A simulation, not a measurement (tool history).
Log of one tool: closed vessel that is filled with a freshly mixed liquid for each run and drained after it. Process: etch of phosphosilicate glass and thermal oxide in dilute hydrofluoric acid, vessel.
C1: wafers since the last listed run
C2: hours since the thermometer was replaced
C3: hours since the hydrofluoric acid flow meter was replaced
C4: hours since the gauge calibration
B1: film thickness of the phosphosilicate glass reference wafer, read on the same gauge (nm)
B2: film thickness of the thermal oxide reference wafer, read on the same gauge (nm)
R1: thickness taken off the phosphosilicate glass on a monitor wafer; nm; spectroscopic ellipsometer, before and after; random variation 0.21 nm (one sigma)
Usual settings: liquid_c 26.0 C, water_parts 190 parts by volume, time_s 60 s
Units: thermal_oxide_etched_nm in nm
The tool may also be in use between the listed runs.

Run 1, hour 0.0: usual settings; C1 0; C2 2810.8; C3 1797.0; C4 177.4; B1 29.99; B2 90.007. Result: R1 21.25 nm, thermal_oxide_etched_nm 1.364 nm.
Run 2, hour 32.9: usual settings but liquid_c 27.5 C; C1 3748; C2 2843.7; C3 1829.9; C4 210.3; B1 30.01; B2 90.001. Result: R1 22.17 nm, thermal_oxide_etched_nm 1.452 nm.
Run 3, hour 49.1: usual settings but liquid_c 27.5 C; C1 1845; C2 2859.9; C3 1846.1; C4 226.5; B1 29.98; B2 89.974. Result: R1 22.28 nm, thermal_oxide_etched_nm 1.475 nm.
Run 4, hour 67.9: usual settings but liquid_c 27.5 C; C1 2141; C2 2878.7; C3 1864.9; C4 245.3; B1 29.99; B2 89.989. Result: R1 21.83 nm, thermal_oxide_etched_nm 1.420 nm.
Run 5, hour 86.5: usual settings but time_s 65 s; C1 2119; C2 2897.3; C3 1883.5; C4 263.9; B1 29.99; B2 89.988. Result: R1 23.00 nm, thermal_oxide_etched_nm 1.492 nm.
Run 6, hour 113.0: usual settings but time_s 65 s; C1 3019; C2 2923.8; C3 1910.0; C4 290.4; B1 30.03; B2 90.005. Result: R1 22.64 nm, thermal_oxide_etched_nm 1.489 nm.
Run 7, hour 143.0: usual settings but time_s 80 s; C1 3417; C2 2953.8; C3 1940.0; C4 320.4; B1 30.00; B2 90.004. Result: R1 27.82 nm, thermal_oxide_etched_nm 1.821 nm.
Run 8, hour 156.3: usual settings; C1 1515; C2 2967.1; C3 1953.3; C4 333.7; B1 30.02; B2 89.988. Result: R1 20.77 nm, thermal_oxide_etched_nm 1.313 nm.
Run 9, hour 184.9: usual settings; C1 3258; C2 2995.7; C3 1981.9; C4 362.3; B1 29.97; B2 90.037. Result: R1 21.12 nm, thermal_oxide_etched_nm 1.327 nm.
Run 10, hour 201.9: usual settings; C1 1936; C2 3012.7; C3 1998.9; C4 379.3; B1 30.01; B2 90.002. Result: R1 20.91 nm, thermal_oxide_etched_nm 1.381 nm.
Run 11, hour 232.1: usual settings; C1 3440; C2 3042.9; C3 2029.1; C4 409.5; B1 30.00; B2 89.987. Result: R1 21.03 nm, thermal_oxide_etched_nm 1.375 nm.
Run 12, hour 261.6: usual settings; C1 3361; C2 3072.4; C3 2058.6; C4 439.0; B1 29.99; B2 89.987. Result: R1 21.09 nm, thermal_oxide_etched_nm 1.353 nm.
At hour 277.9: hydrofluoric acid flow meter replaced.
At hour 292.6: thermometer replaced.
Run 13, hour 295.3: usual settings; C1 3611; C2 2.7; C3 17.4; C4 472.7; B1 30.01; B2 89.975. Result: R1 19.32 nm, thermal_oxide_etched_nm 1.231 nm.
Run 14, hour 328.6: usual settings but liquid_c 22.5 C, time_s 45 s; C1 3793; C2 36.0; C3 50.7; C4 506.0; B1 30.01; B2 90.019. Result: R1 12.73 nm, thermal_oxide_etched_nm 0.821 nm.
Run 15, hour 349.2: usual settings; C1 2347; C2 56.6; C3 71.3; C4 526.6; B1 29.97; B2 89.998. Result: R1 19.08 nm, thermal_oxide_etched_nm 1.228 nm.
At hour 366.9: hydrofluoric acid flow meter replaced, repeated, since the last time left the tool worse.
Run 16, hour 370.2: usual settings but liquid_c 24.5 C, time_s 75 s; C1 2278; C2 77.6; C3 3.3; C4 547.6; B1 29.96; B2 90.020. Result: R1 27.27 nm, thermal_oxide_etched_nm 1.804 nm.
Run 17, hour 403.6: usual settings but liquid_c 29.0 C, time_s 80 s; C1 3805; C2 111.0; C3 36.7; C4 581.0; B1 30.03; B2 89.944. Result: R1 34.55 nm, thermal_oxide_etched_nm 2.261 nm.
At hour 418.7: gauge calibrated.
Run 18, hour 428.6: usual settings but liquid_c 29.0 C; C1 2848; C2 136.0; C3 61.7; C4 9.9; B1 29.99; B2 89.992. Result: R1 26.07 nm, thermal_oxide_etched_nm 1.723 nm.
Run 19, hour 444.6: usual settings; C1 1822; C2 152.0; C3 77.7; C4 25.9; B1 30.03; B2 89.986. Result: R1 23.54 nm, thermal_oxide_etched_nm 1.490 nm.
Run 20, hour 475.1: usual settings but liquid_c 30.0 C, time_s 80 s; C1 3474; C2 182.5; C3 108.2; C4 56.4; B1 30.05; B2 89.993. Result: R1 35.74 nm, thermal_oxide_etched_nm 2.329 nm.
Run 21, hour 488.1: usual settings but water_parts 280 parts by volume; C1 1481; C2 195.5; C3 121.2; C4 69.4; B1 30.03; B2 90.030. Result: R1 14.39 nm, thermal_oxide_etched_nm 0.916 nm.
Run 22, hour 511.6: usual settings; C1 2677; C2 219.0; C3 144.7; C4 92.9; B1 30.01; B2 90.024. Result: R1 23.49 nm, thermal_oxide_etched_nm 1.477 nm.
Run 23, hour 544.8: usual settings but water_parts 110 parts by volume; C1 3782; C2 252.2; C3 177.9; C4 126.1; B1 29.98; B2 90.045. Result: R1 43.60 nm, thermal_oxide_etched_nm 2.749 nm.
Run 24, hour 561.4: usual settings; C1 1891; C2 268.8; C3 194.5; C4 142.7; B1 30.04; B2 89.987. Result: R1 23.10 nm, thermal_oxide_etched_nm 1.474 nm.

3 ways to go on from here, each from the tool as it stands after run 24. What would each give?
Run A, hour 562.1: usual settings but water_parts 155 parts by volume; C1 79; C2 269.5; C3 195.2; C4 143.4; B1 ?; B2 ?. Result: R1 ?, thermal_oxide_etched_nm ?.
Run B, hour 562.1: usual settings but liquid_c 24.0 C; C1 79; C2 269.5; C3 195.2; C4 143.4; B1 ?; B2 ?. Result: R1 ?, thermal_oxide_etched_nm ?.
Run C, hour 562.1: usual settings but liquid_c 30.0 C, water_parts 260 parts by volume, time_s 30 s; C1 79; C2 269.5; C3 195.2; C4 143.4; B1 ?; B2 ?. Result: R1 ?, thermal_oxide_etched_nm ?.

run     B1      B2     R1  thermal_oxide_etched_nm
  A  30.00  90.012  29.77                    1.880
  B  30.00  90.012  21.66                    1.368
  C  30.00  90.012   9.02                    0.570
Without the tool's hidden state the same runs would have given:
run     R1  thermal_oxide_etched_nm
  A  30.30                    1.913
  B  22.05                    1.392
  C   9.20                    0.581
